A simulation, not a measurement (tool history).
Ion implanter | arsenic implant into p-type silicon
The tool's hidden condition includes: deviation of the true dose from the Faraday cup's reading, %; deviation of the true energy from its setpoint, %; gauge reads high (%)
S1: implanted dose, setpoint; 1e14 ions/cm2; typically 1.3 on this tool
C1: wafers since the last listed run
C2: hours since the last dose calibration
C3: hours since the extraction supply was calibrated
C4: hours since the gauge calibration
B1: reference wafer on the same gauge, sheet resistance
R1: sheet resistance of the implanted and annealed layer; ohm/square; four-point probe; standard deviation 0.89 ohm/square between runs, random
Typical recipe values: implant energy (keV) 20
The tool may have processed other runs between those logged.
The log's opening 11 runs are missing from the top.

run 12 hour=173.3 | S1=1.58 implant_energy_(keV)=22.5 | C1=218 C2=1353.5 C3=6485.2 C4=368.7 | B1=503.71 | R1=523.44
-- hour=205.2 Faraday cup replaced and dose calibrated
run 13 hour=219.7 | S1=1.58 implant_energy_(keV)=22.5 | C1=839 C2=14.5 C3=6531.6 C4=415.1 | B1=504.43 | R1=506.5
run 14 hour=227.2 | S1=1.59 implant_energy_(keV)=21.5 | C1=164 C2=22 C3=6539.1 C4=422.6 | B1=503.94 | R1=509.03
run 15 hour=234.7 | S1=1.59 implant_energy_(keV)=21.5 | C1=164 C2=29.5 C3=6546.6 C4=430.1 | B1=504.16 | R1=509.22
run 16 hour=246.7 | S1=1.53 implant_energy_(keV)=15 | C1=262 C2=41.5 C3=6558.6 C4=442.1 | B1=504.16 | R1=550.95
run 17 hour=257.2 | S1=1.3 implant_energy_(keV)=22.5 | C1=229 C2=52 C3=6569.1 C4=452.6 | B1=503.94 | R1=585.06
run 18 hour=269.7 | S1=1.3 implant_energy_(keV)=15.5 | C1=273 C2=64.5 C3=6581.6 C4=465.1 | B1=504.07 | R1=619.39
-- hour=282.5 extraction supply calibrated
run 19 hour=283 | S1=1.58 implant_energy_(keV)=22 | C1=115 C2=77.8 C3=0.5 C4=478.4 | B1=504.03 | R1=511.43
run 20 hour=289.4 | S1=1.3 implant_energy_(keV)=20 | C1=139 C2=84.2 C3=6.9 C4=484.8 | B1=503.85 | R1=595.57
run 21 hour=295.6 | S1=1.3 implant_energy_(keV)=20 | C1=135 C2=90.4 C3=13.1 C4=491 | B1=503.99 | R1=595.37
run 22 hour=316.2 | S1=0.92 implant_energy_(keV)=18 | C1=450 C2=111 C3=33.7 C4=511.6 | B1=503.97 | R1=776.21
-- hour=318.6 gauge calibrated
run 23 hour=326.2 | S1=1.22 implant_energy_(keV)=24 | C1=218 C2=121 C3=43.7 C4=7.6 | B1=503.83 | R1=606.26
run 24 hour=341.4 | S1=1.3 implant_energy_(keV)=20 | C1=332 C2=136.2 C3=58.9 C4=22.8 | B1=504.26 | R1=595.14
run 25 hour=348.7 | S1=1.42 implant_energy_(keV)=20 | C1=159 C2=143.5 C3=66.2 C4=30.1 | B1=503.8 | R1=560.32
run 26 hour=363.4 | S1=1.3 implant_energy_(keV)=17 | C1=321 C2=158.2 C3=80.9 C4=44.8 | B1=504.03 | R1=613.48
run 27 hour=369.7 | S1=0.97 implant_energy_(keV)=22.5 | C1=137 C2=164.5 C3=87.2 C4=51.1 | B1=503.97 | R1=720.96
run 28 hour=381.7 | S1=1.49 implant_energy_(keV)=17 | C1=262 C2=176.5 C3=99.2 C4=63.1 | B1=504.07 | R1=553.94
run 29 hour=394.3 | S1=1.3 implant_energy_(keV)=25 | C1=275 C2=189.1 C3=111.8 C4=75.7 | B1=503.98 | R1=576.26
run 30 hour=404.8 | S1=1.12 implant_energy_(keV)=25.5 | C1=229 C2=199.6 C3=122.3 C4=86.2 | B1=504.11 | R1=638.04
run 31 hour=414.8 | S1=1.07 implant_energy_(keV)=20 | C1=218 C2=209.6 C3=132.3 C4=96.2 | B1=503.85 | R1=687.49

Here are 3 independent what-if runs from the current tool condition. What would each one return?
run A hour=415.2 | S1=1.3 implant_energy_(keV)=20 | C1=8 C2=210 C3=132.7 C4=96.6 | B1=? | R1=?
run B hour=415.2 | S1=1.5 implant_energy_(keV)=23.5 | C1=8 C2=210 C3=132.7 C4=96.6 | B1=? | R1=?
run C hour=415.2 | S1=1.64 implant_energy_(keV)=17.5 | C1=8 C2=210 C3=132.7 C4=96.6 | B1=? | R1=?

run=A B1=503.9 R1=598.34
run=B B1=503.9 R1=525.94
run=C B1=503.9 R1=514.96
Without the tool's unlogged condition, the same runs would have read:
run=A R1=596.65
run=B R1=524.44
run=C R1=513.46

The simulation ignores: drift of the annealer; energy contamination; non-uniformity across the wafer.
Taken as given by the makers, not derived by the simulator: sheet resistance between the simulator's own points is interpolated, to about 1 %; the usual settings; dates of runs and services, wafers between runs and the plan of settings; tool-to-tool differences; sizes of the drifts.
